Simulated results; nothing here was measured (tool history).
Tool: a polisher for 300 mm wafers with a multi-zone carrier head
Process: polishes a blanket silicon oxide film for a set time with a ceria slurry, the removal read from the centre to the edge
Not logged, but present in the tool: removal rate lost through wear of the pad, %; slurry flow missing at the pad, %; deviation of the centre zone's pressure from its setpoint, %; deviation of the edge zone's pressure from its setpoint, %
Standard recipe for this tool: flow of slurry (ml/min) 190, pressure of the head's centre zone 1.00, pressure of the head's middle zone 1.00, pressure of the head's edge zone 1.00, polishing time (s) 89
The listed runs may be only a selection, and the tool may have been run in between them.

| run | day | flow of slurry (ml/min) | pressure of the head's centre zone | pressure of the head's middle zone | pressure of the head's edge zone | polishing time (s) | wafers since the last listed run | wafers polished on this pad | hours since the slurry nozzle was cleaned | hours since the centre zone pressure was calibrated | hours since the edge zone pressure was calibrated | hours since the carrier head's membrane was replaced | incoming thickness of the incoming film, nm | film removed at the wafer's centre (nm) | film removed at mid-radius (nm) | film removed at the wafer's edge (nm) |
|---|---|---|---|---|---|---|---|---|---|---|---|---|---|---|---|---|
| 1 | 0.000 | 190 | 1.00 | 1.00 | 1.00 | 89 | 0 | 783 | 13.5 | 83.2 | 590.3 | 52.7 | 1337.4 | 409.6 | 400.8 | 401.4 |
| 2 | 0.458 | 170 | 0.89 | 0.92 | 1.10 | 89 | 123 | 906 | 24.5 | 94.2 | 601.3 | 63.7 | 1336.8 | 368.9 | 359.9 | 405.8 |
| 3 | 1.096 | 145 | 1.00 | 1.00 | 1.00 | 89 | 171 | 1078 | 39.8 | 109.5 | 616.6 | 79.0 | 1316.7 | 391.0 | 381.3 | 394.5 |
| 4 | 1.533 | 190 | 1.00 | 1.00 | 1.00 | 89 | 117 | 1195 | 50.3 | 120.0 | 627.1 | 89.5 | 1341.6 | 411.8 | 394.6 | 404.1 |
|  | 2.196 | worn pad replaced by a new one |
| 5 | 2.217 | 170 | 0.92 | 1.00 | 1.00 | 89 | 138 | 5 | 66.7 | 136.4 | 643.5 | 105.9 | 1330.1 | 381.1 | 388.7 | 397.5 |
| 6 | 2.788 | 150 | 1.00 | 0.95 | 1.00 | 89 | 153 | 159 | 80.4 | 150.1 | 657.2 | 119.6 | 1330.8 | 395.4 | 367.6 | 396.2 |
| 7 | 3.500 | 170 | 1.00 | 0.92 | 1.00 | 72 | 191 | 350 | 97.5 | 167.2 | 674.3 | 136.7 | 1311.8 | 332.5 | 298.4 | 318.8 |
| 8 | 3.812 | 190 | 1.08 | 1.00 | 0.90 | 89 | 83 | 434 | 105.0 | 174.7 | 681.8 | 144.2 | 1319.0 | 439.5 | 398.7 | 393.2 |
| 9 | 4.529 | 190 | 1.00 | 1.00 | 1.00 | 89 | 192 | 627 | 122.2 | 191.9 | 699.0 | 161.4 | 1311.7 | 409.5 | 395.1 | 397.9 |
| 10 | 5.050 | 190 | 1.12 | 1.00 | 1.00 | 108 | 139 | 767 | 134.7 | 204.4 | 711.5 | 173.9 | 1322.4 | 552.7 | 479.5 | 483.8 |
| 11 | 5.579 | 190 | 1.05 | 1.00 | 1.00 | 111 | 142 | 909 | 147.4 | 217.1 | 724.2 | 186.6 | 1327.9 | 536.4 | 496.7 | 493.4 |
|  | 5.750 | edge zone pressure recalibrated |
|  | 6.896 | worn pad replaced by a new one |
| 12 | 7.346 | 220 | 1.00 | 0.92 | 0.97 | 89 | 407 | 121 | 189.8 | 259.5 | 38.3 | 229.0 | 1314.5 | 422.9 | 377.8 | 410.9 |
| 13 | 7.746 | 190 | 0.91 | 0.89 | 1.03 | 110 | 107 | 228 | 199.4 | 269.1 | 47.9 | 238.6 | 1327.5 | 494.6 | 442.7 | 501.0 |
| 14 | 9.542 | 130 | 1.00 | 1.00 | 1.00 | 89 | 482 | 710 | 242.5 | 312.2 | 91.0 | 281.7 | 1314.7 | 397.2 | 366.1 | 384.2 |
| 15 | 10.271 | 190 | 1.08 | 1.00 | 1.00 | 97 | 195 | 906 | 260.0 | 329.7 | 108.5 | 299.2 | 1349.3 | 484.6 | 431.4 | 437.9 |
| 16 | 10.542 | 190 | 1.00 | 1.04 | 1.06 | 89 | 72 | 979 | 266.5 | 336.2 | 115.0 | 305.7 | 1337.0 | 419.9 | 412.9 | 407.9 |
|  | 11.408 | worn pad replaced by a new one |
| 17 | 11.967 | 190 | 1.00 | 1.00 | 1.00 | 89 | 338 | 150 | 300.7 | 370.4 | 149.2 | 339.9 | 1327.3 | 424.7 | 397.1 | 407.3 |
| 18 | 12.417 | 190 | 1.09 | 1.03 | 0.92 | 71 | 120 | 271 | 311.5 | 381.2 | 160.0 | 350.7 | 1318.0 | 355.9 | 327.5 | 316.8 |
| 19 | 12.833 | 155 | 1.10 | 1.07 | 1.07 | 89 | 111 | 383 | 321.5 | 391.2 | 170.0 | 360.7 | 1350.1 | 434.1 | 408.4 | 395.9 |
| 20 | 13.167 | 190 | 1.00 | 1.00 | 1.00 | 89 | 89 | 472 | 329.5 | 399.2 | 178.0 | 368.7 | 1327.7 | 431.3 | 391.3 | 402.2 |
| 21 | 13.467 | 135 | 1.00 | 1.11 | 1.00 | 70 | 80 | 553 | 336.7 | 406.4 | 185.2 | 375.9 | 1357.9 | 313.5 | 318.9 | 301.1 |
| 22 | 13.850 | 190 | 1.10 | 0.92 | 1.06 | 98 | 102 | 656 | 345.9 | 415.6 | 194.4 | 385.1 | 1333.5 | 506.0 | 406.0 | 447.3 |
| 23 | 14.483 | 190 | 1.00 | 1.00 | 1.00 | 67 | 170 | 826 | 361.1 | 430.8 | 209.6 | 400.3 | 1359.7 | 320.8 | 299.2 | 303.8 |

Selected run-to-run steps in film removed at the wafer's centre (nm), each split into two signed amounts: the part the tool would show with no hidden state at all (from settings, incoming material and random variation), and the remainder, which goes to the hidden state together with any gauge scatter not common to the measured and the hidden-state-free results:
Run 21 -> 22: flow of slurry (ml/min) 135 -> 190, pressure of the head's centre zone 1.00 -> 1.10, pressure of the head's middle zone 1.11 -> 0.92, pressure of the head's edge zone 1.00 -> 1.06, polishing time (s) 70 -> 98. film removed at the wafer's centre (nm) +192.5: hidden state +11.5, all else +181.0.
Run 22 -> 23: pressure of the head's centre zone 1.10 -> 1.00, pressure of the head's middle zone 0.92 -> 1.00, pressure of the head's edge zone 1.06 -> 1.00, polishing time (s) 98 -> 67. film removed at the wafer's centre (nm) -185.2: hidden state -10.5, all else -174.7.
